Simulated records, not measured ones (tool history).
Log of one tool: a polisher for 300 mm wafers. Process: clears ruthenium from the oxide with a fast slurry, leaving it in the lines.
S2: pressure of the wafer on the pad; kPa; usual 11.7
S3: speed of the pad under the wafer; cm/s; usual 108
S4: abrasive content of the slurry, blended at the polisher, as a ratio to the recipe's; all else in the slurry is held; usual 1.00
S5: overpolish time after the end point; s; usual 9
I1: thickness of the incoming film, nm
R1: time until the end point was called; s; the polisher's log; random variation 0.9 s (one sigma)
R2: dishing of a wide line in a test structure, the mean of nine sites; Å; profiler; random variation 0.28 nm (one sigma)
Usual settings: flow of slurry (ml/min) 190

Run 1, hour 0.0: usual settings but S3 130 cm/s; I1 132.0. Result: R1 48.5 s, R2 177 Å.
At hour 1.5: slurry blender recalibrated.
Run 2, hour 34.2: usual settings but S3 130 cm/s; I1 128.3. Result: R1 48.3 s, R2 174 Å.
Run 3, hour 94.6: usual settings; I1 132.1. Result: R1 59.6 s, R2 151 Å.
Run 4, hour 125.6: usual settings; I1 128.0. Result: R1 60.4 s, R2 152 Å.
At hour 160.7: worn pad replaced by a new one.
Run 5, hour 190.0: usual settings; I1 129.7. Result: R1 57.6 s, R2 149 Å.
Run 6, hour 221.6: usual settings; I1 130.6. Result: R1 57.5 s, R2 149 Å.
At hour 272.1: slurry blender recalibrated.
Run 7, hour 272.6: usual settings; I1 130.7. Result: R1 59.3 s, R2 148 Å.
Run 8, hour 325.2: usual settings; I1 128.2. Result: R1 59.0 s, R2 148 Å.
At hour 357.9: worn pad replaced by a new one.
Run 9, hour 358.4: usual settings; I1 130.3. Result: R1 58.2 s, R2 151 Å.
Run 10, hour 424.0: usual settings but S5 12 s; I1 129.4. Result: R1 59.6 s, R2 197 Å.
At hour 432.5: slurry nozzle cleaned.
Run 11, hour 465.0: usual settings but S3 132 cm/s; I1 129.4. Result: R1 48.1 s, R2 174 Å.
At hour 522.2: slurry blender recalibrated.
Run 12, hour 532.1: usual settings; I1 130.8. Result: R1 59.8 s, R2 152 Å.
At hour 547.2: worn pad replaced by a new one, of another model than before.
Run 13, hour 576.3: usual settings but S4 1.20; I1 130.6. Result: R1 53.6 s, R2 169 Å.
At hour 602.2: head pressure recalibrated.
Run 14, hour 622.7: usual settings; I1 129.0. Result: R1 53.1 s, R2 167 Å.
Run 15, hour 657.7: usual settings but S5 11 s; I1 132.0. Result: R1 53.9 s, R2 202 Å.
Run 16, hour 694.2: usual settings but S2 13.1 kPa, S3 82 cm/s, S4 1.25, S5 7 s; I1 130.1. Result: R1 51.2 s, R2 138 Å.
At hour 727.7: slurry blender recalibrated.
Run 17, hour 728.2: usual settings but flow of slurry (ml/min) 235, S4 1.10; I1 128.9. Result: R1 48.7 s, R2 177 Å.
At hour 764.4: worn pad replaced by a new one.
Run 18, hour 795.7: usual settings but S2 8.3 kPa, S3 142 cm/s, S4 0.75, S5 5 s; I1 130.0. Result: R1 65.1 s, R2 80 Å.
Run 19, hour 864.6: usual settings but S3 80 cm/s, S4 0.90; I1 130.3. Result: R1 66.3 s, R2 137 Å.
Run 20, hour 901.4: usual settings but flow of slurry (ml/min) 125, S5 11 s; I1 130.4. Result: R1 64.6 s, R2 170 Å.
At hour 937.0: slurry blender recalibrated.
At hour 944.2: worn pad replaced by a new one.
Run 21, hour 971.9: usual settings; I1 130.7. Result: R1 56.0 s, R2 160 Å.
Run 22, hour 1027.9: usual settings but flow of slurry (ml/min) 220, S2 9.7 kPa, S5 4 s; I1 128.6. Result: R1 60.5 s, R2 71 Å.

Forecast each of these 3 alternatives for the next run:
Run A, hour 1028.3: usual settings but S2 9.7 kPa; I1 127.9. Result: R1 ?, R2 ?.
Run B, hour 1028.3: usual settings but S2 15.2 kPa, S3 96 cm/s; I1 127.9. Result: R1 ?, R2 ?.
Run C, hour 1028.3: usual settings but S2 8.3 kPa, S5 7 s; I1 127.9. Result: R1 ?, R2 ?.

run    R1   R2
  A  60.3  147
  B  48.6  179
  C  65.3  108
Without the tool's hidden state the same runs would have given:
run    R1   R2
  A  57.7  153
  B  46.6  186
  C  62.5  112
